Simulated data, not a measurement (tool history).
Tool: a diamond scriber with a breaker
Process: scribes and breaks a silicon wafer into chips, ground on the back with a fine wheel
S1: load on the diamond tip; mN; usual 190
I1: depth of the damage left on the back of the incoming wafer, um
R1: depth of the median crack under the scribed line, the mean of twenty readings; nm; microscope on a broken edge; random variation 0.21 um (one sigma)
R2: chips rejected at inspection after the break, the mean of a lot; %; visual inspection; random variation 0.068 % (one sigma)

run 1 day=0.000 | S1=190 | I1=1.82 | R1=12000 R2=4.08
run 2 day=0.321 | S1=190 | I1=2.39 | R1=12010 R2=4.50
run 3 day=0.796 | S1=209 | I1=2.35 | R1=13240 R2=2.18
run 4 day=1.238 | S1=209 | I1=2.87 | R1=13690 R2=2.83
run 5 day=1.542 | S1=209 | I1=2.47 | R1=13350 R2=2.43
run 6 day=1.850 | S1=222 | I1=1.69 | R1=14060 R2=1.74
run 7 day=2.221 | S1=202 | I1=1.77 | R1=12920 R2=2.48
run 8 day=2.871 | S1=202 | I1=1.94 | R1=12810 R2=2.85
run 9 day=3.238 | S1=202 | I1=2.48 | R1=12670 R2=3.27
run 10 day=3.712 | S1=226 | I1=2.97 | R1=14260 R2=2.90
run 11 day=5.746 | S1=242 | I1=1.64 | R1=14950 R2=2.78
run 12 day=6.212 | S1=219 | I1=2.36 | R1=13300 R2=2.17
-- day=6.962 diamond tip replaced by a new one
run 13 day=6.983 | S1=236 | I1=2.07 | R1=16920 R2=9.47
-- day=7.892 load on the tip recalibrated
run 14 day=8.650 | S1=190 | I1=2.07 | R1=13340 R2=1.92
run 15 day=9.279 | S1=190 | I1=2.12 | R1=13610 R2=1.95
run 16 day=10.838 | S1=168 | I1=2.83 | R1=11520 R2=7.43
run 17 day=11.262 | S1=170 | I1=2.29 | R1=11750 R2=6.14
run 18 day=11.517 | S1=190 | I1=1.85 | R1=13290 R2=1.97
run 19 day=11.808 | S1=214 | I1=2.50 | R1=14820 R2=3.27
run 20 day=12.467 | S1=143 | I1=2.09 | R1=9340 R2=22.14

Measured less the same run without the tool's hidden state. The same run-to-run variation is in both; the gauge's scatter may not be:
The hidden state here: share of the diamond tip's cutting effectiveness lost through wear, %; deviation of the load on the tip from its setpoint, %.
run=1 R1=-1480 R2=+2.35
run=2 R1=-1510 R2=+2.49
run=3 R1=-1710 R2=-1.31
run=4 R1=-1820 R2=-1.14
run=5 R1=-1810 R2=-1.26
run=6 R1=-1930 R2=-3.77
run=7 R1=-1820 R2=+0.20
run=8 R1=-1870 R2=+0.36
run=9 R1=-1890 R2=+0.57
run=10 R1=-2180 R2=-4.76
run=11 R1=-2550 R2=-8.10
run=12 R1=-2320 R2=-3.21
run=13 R1=-30 R2=-0.14
run=14 R1=-150 R2=+0.04
run=15 R1=-220 R2=+0.06
run=16 R1=-290 R2=+1.32
run=17 R1=-330 R2=+1.32
run=18 R1=-400 R2=+0.17
run=19 R1=-470 R2=-1.00
run=20 R1=-330 R2=+3.33
